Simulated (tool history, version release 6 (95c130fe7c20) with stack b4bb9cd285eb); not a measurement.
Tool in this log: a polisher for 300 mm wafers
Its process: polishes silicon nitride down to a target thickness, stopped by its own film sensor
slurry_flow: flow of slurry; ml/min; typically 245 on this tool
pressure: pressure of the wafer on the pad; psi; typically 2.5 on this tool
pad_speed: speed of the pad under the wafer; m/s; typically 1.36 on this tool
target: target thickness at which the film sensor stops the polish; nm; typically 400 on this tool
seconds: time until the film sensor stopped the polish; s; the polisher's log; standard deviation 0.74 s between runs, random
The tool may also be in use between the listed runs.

run,hour,slurry_flow,pressure,pad_speed,target,wafers since the last listed run,wafers polished on this pad,hours since the slurry nozzle was cleaned,hours since the head pressure was calibrated,"incoming thickness of the incoming film, nm",seconds
1,0.0,245,2.5,1.36,400,0,897,192.0,451.3,501.3,89.0
2,9.1,245,2.5,1.36,400,136,1033,201.1,460.4,495.4,82.9
3,23.9,245,2.5,1.36,400,221,1255,215.9,475.2,500.1,85.5
# hour 37.6: worn pad replaced by a new one
4,39.9,300,2.5,1.36,400,179,34,231.9,491.2,502.4,85.3
5,51.3,300,2.5,1.36,400,170,205,243.3,502.6,505.0,87.7
6,64.8,300,2.5,1.36,400,202,408,256.8,516.1,490.9,76.5
7,78.0,245,2.8,1.36,400,197,606,270.0,529.3,505.5,85.9
8,104.3,245,2.8,1.36,400,394,1000,296.3,555.6,505.4,86.1
9,112.1,245,2.8,1.36,400,116,1117,304.1,563.4,504.3,87.0
10,129.3,245,3.1,1.14,400,257,1375,321.3,580.6,501.2,87.2
11,135.5,245,3.1,1.14,400,92,1468,327.5,586.8,499.9,85.8
# hour 144.4: worn pad replaced by a new one
12,148.0,245,2.8,1.36,389,127,54,340.0,599.3,501.8,92.8
13,156.7,245,2.8,1.36,389,130,185,348.7,608.0,498.5,89.7
14,166.3,180,2.5,1.36,400,143,329,358.3,617.6,502.0,97.0
15,183.7,180,2.5,1.36,400,260,589,375.7,635.0,503.7,101.1
16,200.3,200,2.5,1.36,384,248,838,392.3,651.6,501.7,110.6
17,208.3,320,2.0,1.36,400,119,958,400.3,659.6,499.8,97.2
18,218.2,245,2.5,1.36,422,148,1107,410.2,669.5,498.4,68.1
19,233.2,245,2.5,1.36,400,224,1332,425.2,684.5,506.2,96.3
# hour 246.4: head pressure recalibrated
# hour 249.8: worn pad replaced by a new one
20,261.0,320,2.5,1.36,422,336,168,453.0,14.6,502.3,62.6
21,279.0,245,3.0,1.36,367,269,438,471.0,32.6,500.7,98.4
22,293.6,245,2.5,1.64,417,218,657,485.6,47.2,507.7,68.1
23,310.8,245,2.5,1.36,400,257,915,502.8,64.4,505.0,86.3
# hour 316.0: slurry nozzle cleaned
24,317.1,245,2.5,1.36,400,79,994,1.1,70.7,498.6,73.6
25,327.6,245,2.5,1.36,400,157,1152,11.6,81.2,506.2,80.0
26,335.8,245,2.8,1.36,400,122,1275,19.8,89.4,504.4,75.4
27,347.7,245,2.5,1.36,400,178,1453,31.7,101.3,490.5,69.6
# hour 359.3: worn pad replaced by a new one
28,360.9,245,2.5,1.60,400,137,23,44.9,114.5,491.1,63.7
29,412.0,170,2.2,1.36,388,766,790,96.0,165.6,493.2,95.5
30,425.8,190,2.8,0.96,428,206,997,109.8,179.4,502.7,72.7
31,439.0,275,2.5,0.90,413,197,1195,123.0,192.6,497.2,83.2

Exercise: give the hidden state of the tool at every run:
removal rate lost through wear of the pad, %: 0, the same for each run
H1: slurry flow missing at the pad, %
H2: deviation of the head's pressure from its setpoint, %
run,H1,H2
1,33.9,-12.8
2,34.6,-12.9
3,35.7,-13
4,36.7,-13.1
5,37.4,-13.1
6,38.1,-13.2
7,38.8,-13.3
8,40,-13.4
9,40.3,-13.4
10,41,-13.5
11,41.2,-13.5
12,41.6,-13.6
13,41.9,-13.6
14,42.1,-13.7
15,42.6,-13.7
16,43,-13.8
17,43.2,-13.8
18,43.4,-13.8
19,43.7,-13.8
20,44.2,-0.431
21,44.4,-1.38
22,44.6,-2.09
23,44.9,-2.86
24,0.747,-3.13
25,3.38,-3.56
26,5.32,-3.89
27,7.97,-4.34
28,10.7,-4.8
29,19.3,-6.37
30,21.2,-6.73
31,22.9,-7.06
